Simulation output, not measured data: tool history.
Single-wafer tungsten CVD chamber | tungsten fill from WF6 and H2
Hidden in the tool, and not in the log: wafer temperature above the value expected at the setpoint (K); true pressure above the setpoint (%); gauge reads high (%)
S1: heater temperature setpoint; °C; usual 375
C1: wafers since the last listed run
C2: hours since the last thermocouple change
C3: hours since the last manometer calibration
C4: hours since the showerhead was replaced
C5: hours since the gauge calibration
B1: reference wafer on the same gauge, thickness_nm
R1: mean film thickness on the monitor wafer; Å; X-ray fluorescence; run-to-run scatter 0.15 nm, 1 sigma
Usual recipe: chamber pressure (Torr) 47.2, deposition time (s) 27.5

{"run": 1, "hour": 0.0, "S1": 375, "chamber pressure (Torr)": 47.2, "deposition time (s)": 27.5, "C1": 0, "C2": 234.6, "C3": 2116.2, "C4": 2495.8, "C5": 1405.9, "B1": 71.442, "R1": 634.92}
{"run": 2, "hour": 58.0, "S1": 375, "chamber pressure (Torr)": 47.2, "deposition time (s)": 27.5, "C1": 720, "C2": 292.6, "C3": 2174.2, "C4": 2553.8, "C5": 1463.9, "B1": 71.418, "R1": 634.85}
{"run": 3, "hour": 91.3, "S1": 375, "chamber pressure (Torr)": 47.2, "deposition time (s)": 27.5, "C1": 413, "C2": 325.9, "C3": 2207.5, "C4": 2587.1, "C5": 1497.2, "B1": 71.365, "R1": 635.25}
{"run": 4, "hour": 153.1, "S1": 375, "chamber pressure (Torr)": 51.4, "deposition time (s)": 23.5, "C1": 767, "C2": 387.7, "C3": 2269.3, "C4": 2648.9, "C5": 1559.0, "B1": 71.458, "R1": 564.28}
{"run": 5, "hour": 186.3, "S1": 375, "chamber pressure (Torr)": 51.4, "deposition time (s)": 23.5, "C1": 412, "C2": 420.9, "C3": 2302.5, "C4": 2682.1, "C5": 1592.2, "B1": 71.441, "R1": 562.8}
{"run": 6, "hour": 210.6, "S1": 375, "chamber pressure (Torr)": 39.3, "deposition time (s)": 27.5, "C1": 301, "C2": 445.2, "C3": 2326.8, "C4": 2706.4, "C5": 1616.5, "B1": 71.373, "R1": 579.68}
{"run": 7, "hour": 267.5, "S1": 375, "chamber pressure (Torr)": 39.3, "deposition time (s)": 27.5, "C1": 706, "C2": 502.1, "C3": 2383.7, "C4": 2763.3, "C5": 1673.4, "B1": 71.399, "R1": 580.56}
{"run": 8, "hour": 303.0, "S1": 375, "chamber pressure (Torr)": 44.1, "deposition time (s)": 27.5, "C1": 440, "C2": 537.6, "C3": 2419.2, "C4": 2798.8, "C5": 1708.9, "B1": 71.346, "R1": 613.39}
{"run": 9, "hour": 365.6, "S1": 375, "chamber pressure (Torr)": 44.1, "deposition time (s)": 27.5, "C1": 777, "C2": 600.2, "C3": 2481.8, "C4": 2861.4, "C5": 1771.5, "B1": 71.393, "R1": 613.73}
{"run": 10, "hour": 391.4, "S1": 375, "chamber pressure (Torr)": 51.6, "deposition time (s)": 27.5, "C1": 320, "C2": 626.0, "C3": 2507.6, "C4": 2887.2, "C5": 1797.3, "B1": 71.459, "R1": 662.21}
{"run": 11, "hour": 435.3, "S1": 375, "chamber pressure (Torr)": 47.2, "deposition time (s)": 30.6, "C1": 545, "C2": 669.9, "C3": 2551.5, "C4": 2931.1, "C5": 1841.2, "B1": 71.398, "R1": 706.07}
{"run": 12, "hour": 492.7, "S1": 375, "chamber pressure (Torr)": 47.2, "deposition time (s)": 27.5, "C1": 712, "C2": 727.3, "C3": 2608.9, "C4": 2988.5, "C5": 1898.6, "B1": 71.509, "R1": 634.57}
{"run": 13, "hour": 559.0, "S1": 383, "chamber pressure (Torr)": 47.2, "deposition time (s)": 31.7, "C1": 823, "C2": 793.6, "C3": 2675.2, "C4": 3054.8, "C5": 1964.9, "B1": 71.399, "R1": 878.88}
{"hour": 585.2, "done": "gauge calibrated"}
{"run": 14, "hour": 607.0, "S1": 369, "chamber pressure (Torr)": 40.5, "deposition time (s)": 30.7, "C1": 596, "C2": 841.6, "C3": 2723.2, "C4": 3102.8, "C5": 21.8, "B1": 71.441, "R1": 567.86}
{"run": 15, "hour": 640.4, "S1": 369, "chamber pressure (Torr)": 47.2, "deposition time (s)": 23.5, "C1": 414, "C2": 875.0, "C3": 2756.6, "C4": 3136.2, "C5": 55.2, "B1": 71.403, "R1": 470.56}
{"run": 16, "hour": 677.8, "S1": 375, "chamber pressure (Torr)": 47.2, "deposition time (s)": 27.5, "C1": 464, "C2": 912.4, "C3": 2794.0, "C4": 3173.6, "C5": 92.6, "B1": 71.374, "R1": 633.55}
{"hour": 717.4, "done": "capacitance manometer re-zeroed and calibrated"}
{"run": 17, "hour": 717.9, "S1": 375, "chamber pressure (Torr)": 47.2, "deposition time (s)": 27.5, "C1": 398, "C2": 952.5, "C3": 0.5, "C4": 3213.7, "C5": 132.7, "B1": 71.469, "R1": 607.0}
{"run": 18, "hour": 760.3, "S1": 375, "chamber pressure (Torr)": 47.2, "deposition time (s)": 27.5, "C1": 526, "C2": 994.9, "C3": 42.9, "C4": 3256.1, "C5": 175.1, "B1": 71.358, "R1": 604.01}
{"run": 19, "hour": 804.5, "S1": 375, "chamber pressure (Torr)": 47.2, "deposition time (s)": 31.9, "C1": 549, "C2": 1039.1, "C3": 87.1, "C4": 3300.3, "C5": 219.3, "B1": 71.429, "R1": 701.82}
{"hour": 815.4, "done": "thermocouple changed; heater temperature recalibrated"}
{"run": 20, "hour": 834.2, "S1": 379, "chamber pressure (Torr)": 57.5, "deposition time (s)": 23.0, "C1": 269, "C2": 18.8, "C3": 116.8, "C4": 3330.0, "C5": 249.0, "B1": 71.437, "R1": 622.92}
{"run": 21, "hour": 901.9, "S1": 375, "chamber pressure (Torr)": 39.1, "deposition time (s)": 24.4, "C1": 840, "C2": 86.5, "C3": 184.5, "C4": 3397.7, "C5": 316.7, "B1": 71.428, "R1": 498.22}
{"run": 22, "hour": 1085.2, "S1": 375, "chamber pressure (Torr)": 51.3, "deposition time (s)": 30.8, "C1": 2276, "C2": 269.8, "C3": 367.8, "C4": 3581.0, "C5": 500.0, "B1": 71.368, "R1": 721.96}
{"run": 23, "hour": 1114.8, "S1": 389, "chamber pressure (Torr)": 36.0, "deposition time (s)": 29.9, "C1": 367, "C2": 299.4, "C3": 397.4, "C4": 3610.6, "C5": 529.6, "B1": 71.342, "R1": 808.38}
{"hour": 1139.6, "done": "showerhead replaced"}
{"run": 24, "hour": 1159.2, "S1": 375, "chamber pressure (Torr)": 55.9, "deposition time (s)": 27.5, "C1": 452, "C2": 343.8, "C3": 441.8, "C4": 19.6, "C5": 574.0, "B1": 71.366, "R1": 667.72}
{"run": 25, "hour": 1200.1, "S1": 375, "chamber pressure (Torr)": 47.2, "deposition time (s)": 25.7, "C1": 508, "C2": 384.7, "C3": 482.7, "C4": 60.5, "C5": 614.9, "B1": 71.381, "R1": 574.77}
{"run": 26, "hour": 1264.5, "S1": 375, "chamber pressure (Torr)": 47.2, "deposition time (s)": 27.5, "C1": 799, "C2": 449.1, "C3": 547.1, "C4": 124.9, "C5": 679.3, "B1": 71.479, "R1": 614.63}
{"run": 27, "hour": 1289.6, "S1": 375, "chamber pressure (Torr)": 47.2, "deposition time (s)": 31.6, "C1": 311, "C2": 474.2, "C3": 572.2, "C4": 150.0, "C5": 704.4, "B1": 71.388, "R1": 706.33}
{"run": 28, "hour": 1336.8, "S1": 375, "chamber pressure (Torr)": 47.2, "deposition time (s)": 27.5, "C1": 586, "C2": 521.4, "C3": 619.4, "C4": 197.2, "C5": 751.6, "B1": 71.396, "R1": 613.15}
{"run": 29, "hour": 1366.0, "S1": 375, "chamber pressure (Torr)": 47.2, "deposition time (s)": 27.5, "C1": 362, "C2": 550.6, "C3": 648.6, "C4": 226.4, "C5": 780.8, "B1": 71.372, "R1": 613.48}
{"run": 30, "hour": 1399.7, "S1": 375, "chamber pressure (Torr)": 55.1, "deposition time (s)": 27.5, "C1": 418, "C2": 584.3, "C3": 682.3, "C4": 260.1, "C5": 814.5, "B1": 71.448, "R1": 664.19}
{"run": 31, "hour": 1540.2, "S1": 375, "chamber pressure (Torr)": 47.2, "deposition time (s)": 27.5, "C1": 1745, "C2": 724.8, "C3": 822.8, "C4": 400.6, "C5": 955.0, "B1": 71.347, "R1": 616.3}
{"run": 32, "hour": 1577.7, "S1": 385, "chamber pressure (Torr)": 38.3, "deposition time (s)": 32.6, "C1": 465, "C2": 762.3, "C3": 860.3, "C4": 438.1, "C5": 992.5, "B1": 71.393, "R1": 824.98}
{"run": 33, "hour": 1647.1, "S1": 370, "chamber pressure (Torr)": 47.2, "deposition time (s)": 24.9, "C1": 862, "C2": 831.7, "C3": 929.7, "C4": 507.5, "C5": 1061.9, "B1": 71.406, "R1": 492.36}
{"hour": 1678.9, "done": "thermocouple changed; heater temperature recalibrated"}
{"run": 34, "hour": 1700.3, "S1": 384, "chamber pressure (Torr)": 47.2, "deposition time (s)": 30.6, "C1": 561, "C2": 21.4, "C3": 982.9, "C4": 560.7, "C5": 1115.1, "B1": 71.408, "R1": 846.41}

How would selected steps in R1 from run to run divide? Give the signed amount a tool lacking its hidden state would still show from settings, what came in and random variation, and the signed amount left for the hidden state, including any gauge scatter that is not in both of the compared results.
Run 13 -> 14: S1 383 -> 369, chamber pressure (Torr) 47.2 -> 40.5, deposition time (s) 31.7 -> 30.7, gauge calibrated. R1 -311.02 Å: hidden state -9.53, all else -301.49.
Run 16 -> 17: capacitance manometer re-zeroed and calibrated. R1 -26.55 Å: hidden state -29.44, all else +2.89.
Run 19 -> 20: S1 375 -> 379, chamber pressure (Torr) 47.2 -> 57.5, deposition time (s) 31.9 -> 23.0, thermocouple changed; heater temperature recalibrated. R1 -78.90 Å: hidden state +16.20, all else -95.10.
Run 32 -> 33: S1 385 -> 370, chamber pressure (Torr) 38.3 -> 47.2, deposition time (s) 32.6 -> 24.9. R1 -332.62 Å: hidden state +0.62, all else -333.24.
Run 33 -> 34: S1 370 -> 384, deposition time (s) 24.9 -> 30.6, thermocouple changed; heater temperature recalibrated. R1 +354.05 Å: hidden state +7.62, all else +346.43.

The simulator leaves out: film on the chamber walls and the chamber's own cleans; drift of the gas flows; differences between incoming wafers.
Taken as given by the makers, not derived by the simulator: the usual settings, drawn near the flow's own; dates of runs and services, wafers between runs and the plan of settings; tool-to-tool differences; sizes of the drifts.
